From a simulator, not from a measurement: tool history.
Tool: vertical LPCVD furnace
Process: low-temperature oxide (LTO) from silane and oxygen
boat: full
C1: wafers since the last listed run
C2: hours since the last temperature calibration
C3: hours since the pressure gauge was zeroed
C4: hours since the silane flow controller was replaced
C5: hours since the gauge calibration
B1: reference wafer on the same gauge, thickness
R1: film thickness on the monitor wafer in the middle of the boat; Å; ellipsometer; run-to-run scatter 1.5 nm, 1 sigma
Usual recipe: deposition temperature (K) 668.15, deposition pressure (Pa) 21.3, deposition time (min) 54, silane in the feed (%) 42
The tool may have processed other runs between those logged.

run 1 hour=0 | deposition_temperature_(K)=668.15 deposition_pressure_(Pa)=21.3 deposition_time_(min)=54 silane_in_the_feed_(%)=42 | C1=0 C2=3715.4 C3=1961.6 C4=3744.7 C5=916 | B1=332.92 | R1=3931.8
-- hour=8.9 gauge calibrated
run 2 hour=22.9 | deposition_temperature_(K)=676.15 deposition_pressure_(Pa)=18 deposition_time_(min)=54 silane_in_the_feed_(%)=42 | C1=272 C2=3738.3 C3=1984.5 C4=3767.6 C5=14 | B1=333.18 | R1=3679
run 3 hour=43.6 | deposition_temperature_(K)=676.15 deposition_pressure_(Pa)=18 deposition_time_(min)=54 silane_in_the_feed_(%)=42 | C1=245 C2=3759 C3=2005.2 C4=3788.3 C5=34.7 | B1=333.01 | R1=3645
run 4 hour=62.9 | deposition_temperature_(K)=668.15 deposition_pressure_(Pa)=21.3 deposition_time_(min)=54 silane_in_the_feed_(%)=42 | C1=229 C2=3778.3 C3=2024.5 C4=3807.6 C5=54 | B1=332.8 | R1=3928.8
run 5 hour=72.5 | deposition_temperature_(K)=668.15 deposition_pressure_(Pa)=21.3 deposition_time_(min)=54 silane_in_the_feed_(%)=42 | C1=114 C2=3787.9 C3=2034.1 C4=3817.2 C5=63.6 | B1=333.14 | R1=3929.9
run 6 hour=93.5 | deposition_temperature_(K)=668.15 deposition_pressure_(Pa)=21.3 deposition_time_(min)=60 silane_in_the_feed_(%)=42 | C1=249 C2=3808.9 C3=2055.1 C4=3838.2 C5=84.6 | B1=332.58 | R1=4397.7
run 7 hour=104.9 | deposition_temperature_(K)=668.15 deposition_pressure_(Pa)=21.3 deposition_time_(min)=60 silane_in_the_feed_(%)=42 | C1=135 C2=3820.3 C3=2066.5 C4=3849.6 C5=96 | B1=332.68 | R1=4357.6
run 8 hour=128.4 | deposition_temperature_(K)=668.15 deposition_pressure_(Pa)=21.3 deposition_time_(min)=54 silane_in_the_feed_(%)=42 | C1=279 C2=3843.8 C3=2090 C4=3873.1 C5=119.5 | B1=333.01 | R1=3953.4
run 9 hour=150.7 | deposition_temperature_(K)=668.15 deposition_pressure_(Pa)=21.3 deposition_time_(min)=32.5 silane_in_the_feed_(%)=42 | C1=264 C2=3866.1 C3=2112.3 C4=3895.4 C5=141.8 | B1=333.34 | R1=2398.6
run 10 hour=161.7 | deposition_temperature_(K)=657.15 deposition_pressure_(Pa)=21.3 deposition_time_(min)=54 silane_in_the_feed_(%)=48 | C1=130 C2=3877.1 C3=2123.3 C4=3906.4 C5=152.8 | B1=333.16 | R1=4062.1
run 11 hour=174.9 | deposition_temperature_(K)=662.15 deposition_pressure_(Pa)=16.7 deposition_time_(min)=54 silane_in_the_feed_(%)=50 | C1=156 C2=3890.3 C3=2136.5 C4=3919.6 C5=166 | B1=332.93 | R1=3516
run 12 hour=198 | deposition_temperature_(K)=668.15 deposition_pressure_(Pa)=21.3 deposition_time_(min)=32.5 silane_in_the_feed_(%)=42 | C1=274 C2=3913.4 C3=2159.6 C4=3942.7 C5=189.1 | B1=333.07 | R1=2394.6
run 13 hour=220.6 | deposition_temperature_(K)=668.15 deposition_pressure_(Pa)=21.3 deposition_time_(min)=54 silane_in_the_feed_(%)=42 | C1=268 C2=3936 C3=2182.2 C4=3965.3 C5=211.7 | B1=332.83 | R1=3985.6
run 14 hour=238.9 | deposition_temperature_(K)=673.15 deposition_pressure_(Pa)=17.3 deposition_time_(min)=54 silane_in_the_feed_(%)=45 | C1=217 C2=3954.3 C3=2200.5 C4=3983.6 C5=230 | B1=333.28 | R1=3710.9
run 15 hour=258.7 | deposition_temperature_(K)=676.15 deposition_pressure_(Pa)=21.3 deposition_time_(min)=54 silane_in_the_feed_(%)=42 | C1=235 C2=3974.1 C3=2220.3 C4=4003.4 C5=249.8 | B1=332.81 | R1=4388.4
-- hour=288.9 thermocouples replaced and temperature profile calibrated
run 16 hour=289.4 | deposition_temperature_(K)=668.15 deposition_pressure_(Pa)=21.3 deposition_time_(min)=54 silane_in_the_feed_(%)=42 | C1=79 C2=0.5 C3=2251 C4=4034.1 C5=280.5 | B1=332.89 | R1=3988.8
run 17 hour=294.9 | deposition_temperature_(K)=668.15 deposition_pressure_(Pa)=16.7 deposition_time_(min)=54 silane_in_the_feed_(%)=47 | C1=65 C2=6 C3=2256.5 C4=4039.6 C5=286 | B1=332.67 | R1=3554.5
run 18 hour=305.2 | deposition_temperature_(K)=668.15 deposition_pressure_(Pa)=21.3 deposition_time_(min)=54 silane_in_the_feed_(%)=42 | C1=122 C2=16.3 C3=2266.8 C4=4049.9 C5=296.3 | B1=332.79 | R1=3996.2
-- hour=342.4 silane flow controller replaced
run 19 hour=342.9 | deposition_temperature_(K)=668.15 deposition_pressure_(Pa)=21.3 deposition_time_(min)=54 silane_in_the_feed_(%)=42 | C1=162 C2=54 C3=2304.5 C4=0.5 C5=334 | B1=333.14 | R1=3964.4
run 20 hour=348.4 | deposition_temperature_(K)=668.15 deposition_pressure_(Pa)=21.3 deposition_time_(min)=54 silane_in_the_feed_(%)=42 | C1=65 C2=59.5 C3=2310 C4=6 C5=339.5 | B1=333.15 | R1=3993.4
-- hour=411.9 pressure gauge zeroed
run 21 hour=412.4 | deposition_temperature_(K)=668.15 deposition_pressure_(Pa)=21.3 deposition_time_(min)=66 silane_in_the_feed_(%)=47 | C1=475 C2=123.5 C3=0.5 C4=70 C5=403.5 | B1=332.87 | R1=5245.1
run 22 hour=418 | deposition_temperature_(K)=668.15 deposition_pressure_(Pa)=23.3 deposition_time_(min)=59.5 silane_in_the_feed_(%)=42 | C1=66 C2=129.1 C3=6.1 C4=75.6 C5=409.1 | B1=332.93 | R1=4573.8
run 23 hour=428.6 | deposition_temperature_(K)=679.15 deposition_pressure_(Pa)=24 deposition_time_(min)=45 silane_in_the_feed_(%)=39 | C1=125 C2=139.7 C3=16.7 C4=86.2 C5=419.7 | B1=332.87 | R1=3674.5
run 24 hour=437.1 | deposition_temperature_(K)=668.15 deposition_pressure_(Pa)=21.3 deposition_time_(min)=54 silane_in_the_feed_(%)=42 | C1=100 C2=148.2 C3=25.2 C4=94.7 C5=428.2 | B1=333.14 | R1=3803.9
run 25 hour=500.5 | deposition_temperature_(K)=675.15 deposition_pressure_(Pa)=16.7 deposition_time_(min)=59.5 silane_in_the_feed_(%)=50 | C1=753 C2=211.6 C3=88.6 C4=158.1 C5=491.6 | B1=333.01 | R1=4181.2
run 26 hour=512.8 | deposition_temperature_(K)=659.15 deposition_pressure_(Pa)=21.3 deposition_time_(min)=46.5 silane_in_the_feed_(%)=47 | C1=146 C2=223.9 C3=100.9 C4=170.4 C5=503.9 | B1=333.16 | R1=3332.7
run 27 hour=530.7 | deposition_temperature_(K)=675.15 deposition_pressure_(Pa)=21.3 deposition_time_(min)=54 silane_in_the_feed_(%)=39 | C1=212 C2=241.8 C3=118.8 C4=188.3 C5=521.8 | B1=333.26 | R1=3771.6
run 28 hour=542.1 | deposition_temperature_(K)=677.15 deposition_pressure_(Pa)=18.7 deposition_time_(min)=64 silane_in_the_feed_(%)=46 | C1=135 C2=253.2 C3=130.2 C4=199.7 C5=533.2 | B1=332.83 | R1=4764.7
run 29 hour=556.1 | deposition_temperature_(K)=676.15 deposition_pressure_(Pa)=21.3 deposition_time_(min)=54 silane_in_the_feed_(%)=42 | C1=166 C2=267.2 C3=144.2 C4=213.7 C5=547.2 | B1=332.73 | R1=4153.3
run 30 hour=578.6 | deposition_temperature_(K)=668.15 deposition_pressure_(Pa)=21.3 deposition_time_(min)=32.5 silane_in_the_feed_(%)=42 | C1=267 C2=289.7 C3=166.7 C4=236.2 C5=569.7 | B1=332.93 | R1=2296.4
run 31 hour=592.9 | deposition_temperature_(K)=668.15 deposition_pressure_(Pa)=21.3 deposition_time_(min)=54 silane_in_the_feed_(%)=35 | C1=169 C2=304 C3=181 C4=250.5 C5=584 | B1=332.84 | R1=3007.8
run 32 hour=608 | deposition_temperature_(K)=668.15 deposition_pressure_(Pa)=21.3 deposition_time_(min)=54 silane_in_the_feed_(%)=34 | C1=179 C2=319.1 C3=196.1 C4=265.6 C5=599.1 | B1=332.87 | R1=2884.6

Run-by-run hidden state of the tool:
true tube temperature minus thermocouple reading, K: 0 on each run
deviation of the silane flow from its setpoint, %: 0 on each run
gauge reads high (%): 0 on each run
H1: true pressure minus gauge reading, mTorr
run=1 H1=5.97
run=2 H1=6.12
run=3 H1=6.25
run=4 H1=6.38
run=5 H1=6.44
run=6 H1=6.58
run=7 H1=6.65
run=8 H1=6.81
run=9 H1=6.96
run=10 H1=7.04
run=11 H1=7.13
run=12 H1=7.29
run=13 H1=7.44
run=14 H1=7.57
run=15 H1=7.71
run=16 H1=7.93
run=17 H1=7.97
run=18 H1=8.05
run=19 H1=8.33
run=20 H1=8.37
run=21 H1=0.128
run=22 H1=0.128
run=23 H1=0.128
run=24 H1=0.129
run=25 H1=0.141
run=26 H1=0.144
run=27 H1=0.151
run=28 H1=0.155
run=29 H1=0.161
run=30 H1=0.173
run=31 H1=0.181
run=32 H1=0.19
